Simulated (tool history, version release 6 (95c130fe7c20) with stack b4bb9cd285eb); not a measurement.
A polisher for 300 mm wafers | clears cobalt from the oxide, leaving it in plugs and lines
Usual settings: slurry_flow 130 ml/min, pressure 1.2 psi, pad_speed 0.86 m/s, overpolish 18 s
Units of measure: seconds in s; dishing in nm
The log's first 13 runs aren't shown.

run,hour,slurry_flow,pressure,pad_speed,overpolish,wafers since the last listed run,wafers polished on this pad,hours since the slurry nozzle was cleaned,hours since the head pressure was calibrated,"incoming thickness of the incoming film, nm",seconds,dishing
14,647.4,130,1.2,0.86,18,154,622,736,147.6,264.9,119.4,27.3
# hour 658.8: slurry nozzle cleaned
15,706.5,155,1,0.7,13,236,858,47.7,206.7,267.9,169.9,16.9
16,769.8,110,1.2,0.86,14,257,1116,111,270,268.6,126.5,23.2
17,830.7,105,1.5,0.66,18,247,1363,171.9,330.9,268.8,133.3,26.4
18,863.7,155,1.4,0.96,25,134,1498,204.9,363.9,266.9,96.6,37.3
19,907,160,1.2,0.86,18,176,1674,248.2,407.2,269.3,121.3,27.3
20,934.9,130,0.8,0.86,18,113,1787,276.1,435.1,267.1,174.9,21.2
21,961.9,130,1.2,0.86,18,109,1897,303.1,462.1,264.9,114.8,26.4
# hour 992.4: worn pad replaced by a new one
22,1084.7,105,1.2,0.86,18,483,375,425.9,584.9,260.4,118.9,26.5
23,1141.7,130,1.2,0.86,18,231,607,482.9,641.9,268.6,122.9,26.3
24,1201.1,85,0.9,0.98,18,241,848,542.3,701.3,268,141.9,24.5
25,1255.7,130,1.2,0.86,18,222,1070,596.9,755.9,265.3,120.2,26.3
# hour 1283.1: slurry nozzle cleaned
26,1306.7,130,1.2,0.86,18,203,1274,23.6,806.9,259.6,118.1,27.4
27,1333.9,95,1.2,1.08,18,110,1384,50.8,834.1,270,97,30.3
28,1359.5,95,0.8,0.86,18,104,1488,76.4,859.7,262.1,172.1,19.8
# hour 1469.8: worn pad replaced by a new one
29,1482.4,130,1.2,0.86,18,483,51,199.3,982.6,260.5,119.2,26.6
30,1535.6,130,1.2,0.68,18,216,267,252.5,1035.8,267,152,22.2
# hour 1547: head pressure recalibrated
31,1582.3,110,1.2,0.86,18,181,449,299.2,35.3,261.3,123.1,26.8
32,1636.7,130,1.3,1.14,18,221,670,353.6,89.7,266.8,84.7,33
33,1679,105,1.4,0.64,23,172,842,395.9,132,263.1,139.9,28.3
34,1723.5,105,1.2,0.86,14,180,1023,440.4,176.5,262.8,123.9,22.5

What if the next run were any one of these 4? Each begins from the tool's condition after run 34:
A,1724,130,1.4,0.86,18,2,1025,440.9,177,259.1,?,?
B,1724,90,1.2,0.86,18,2,1025,440.9,177,259.1,?,?
C,1724,130,1.2,0.66,18,2,1025,440.9,177,259.1,?,?
D,1724,150,1.2,0.86,18,2,1025,440.9,177,259.1,?,?

run,seconds,dishing
A,102,31
B,122.6,27.7
C,152.7,23.9
D,115.2,28.8
The same runs, with their run-to-run variation unchanged, on a tool lacking any hidden condition would have given:
run,seconds,dishing
A,102,31
B,122.6,27.7
C,152.7,23.9
D,115.2,28.8

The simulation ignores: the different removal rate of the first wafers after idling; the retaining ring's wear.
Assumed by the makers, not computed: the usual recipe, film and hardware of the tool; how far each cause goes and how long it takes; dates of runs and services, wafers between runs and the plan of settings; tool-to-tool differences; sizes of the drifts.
